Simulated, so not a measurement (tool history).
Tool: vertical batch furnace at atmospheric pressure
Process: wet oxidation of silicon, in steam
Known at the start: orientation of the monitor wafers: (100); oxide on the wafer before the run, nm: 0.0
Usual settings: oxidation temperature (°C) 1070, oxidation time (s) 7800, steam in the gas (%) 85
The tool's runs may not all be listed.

| run | hour | oxidation temperature (°C) | oxidation time (s) | steam in the gas (%) | read-back reference wafer on the same gauge, thickness | oxide thickness on the monitor wafer (nm) |
|---|---|---|---|---|---|---|
| 1 | 0.0 | 1070 | 9030 | 85 | 745.15 | 972.41 |
| 2 | 106.8 | 1070 | 9030 | 85 | 745.13 | 970.44 |
| 3 | 162.0 | 1070 | 9030 | 85 | 744.57 | 971.73 |
| 4 | 213.9 | 1081 | 6780 | 85 | 744.80 | 862.34 |
| 5 | 313.1 | 1081 | 6780 | 85 | 745.43 | 863.54 |
| 6 | 349.8 | 1081 | 6780 | 85 | 745.32 | 864.31 |
| 7 | 432.4 | 1070 | 7800 | 85 | 744.80 | 896.03 |
| 8 | 531.5 | 1070 | 7800 | 85 | 745.12 | 895.62 |
| 9 | 603.4 | 1070 | 7800 | 85 | 745.24 | 893.89 |
| 10 | 645.6 | 1070 | 7800 | 78 | 744.74 | 854.29 |
| 11 | 684.3 | 1070 | 7800 | 85 | 745.33 | 894.89 |
| 12 | 723.9 | 1070 | 7800 | 85 | 745.28 | 897.12 |
|  | 766.1 | steam generator serviced |
| 13 | 770.7 | 1093 | 9630 | 78 | 745.40 | 1057.05 |
| 14 | 813.5 | 1070 | 7800 | 85 | 745.22 | 908.81 |
| 15 | 871.4 | 1070 | 9030 | 85 | 744.88 | 979.54 |
|  | 938.5 | thermocouples replaced and temperature profile calibrated |
| 16 | 939.0 | 1082 | 5640 | 85 | 745.19 | 779.38 |
| 17 | 981.6 | 1070 | 9750 | 81 | 744.77 | 981.75 |
| 18 | 1076.5 | 1080 | 10260 | 91 | 744.51 | 1111.15 |
| 19 | 1161.4 | 1070 | 7800 | 95 | 745.31 | 943.62 |
|  | 1196.0 | gauge calibrated |
| 20 | 1232.8 | 1070 | 7800 | 85 | 745.08 | 888.61 |
| 21 | 1276.3 | 1059 | 5220 | 85 | 744.81 | 671.94 |
| 22 | 1344.4 | 1070 | 4140 | 96 | 745.12 | 664.26 |
| 23 | 1443.6 | 1070 | 10230 | 85 | 744.93 | 1030.86 |
| 24 | 1503.7 | 1070 | 4560 | 75 | 745.11 | 607.46 |
| 25 | 1550.8 | 1081 | 6780 | 85 | 745.02 | 856.21 |

Forecast each of these 5 alternatives for the next run:
| A | 1557.0 | 1070 | 7800 | 74 | ? | ? |
| B | 1557.0 | 1070 | 7800 | 76 | ? | ? |
| C | 1557.0 | 1082 | 7800 | 96 | ? | ? |
| D | 1557.0 | 1079 | 9330 | 81 | ? | ? |
| E | 1557.0 | 1050 | 11130 | 81 | ? | ? |

| run | read-back reference wafer on the same gauge, thickness | oxide thickness on the monitor wafer (nm) |
|---|---|---|
| A | 744.84 | 821.57 |
| B | 744.84 | 834.01 |
| C | 744.84 | 994.72 |
| D | 744.84 | 988.81 |
| E | 744.84 | 971.97 |
Without the tool's hidden state the same runs would have given:
| run | oxide thickness on the monitor wafer (nm) |
|---|---|
| A | 827.31 |
| B | 839.84 |
| C | 1001.91 |
| D | 995.91 |
| E | 978.75 |
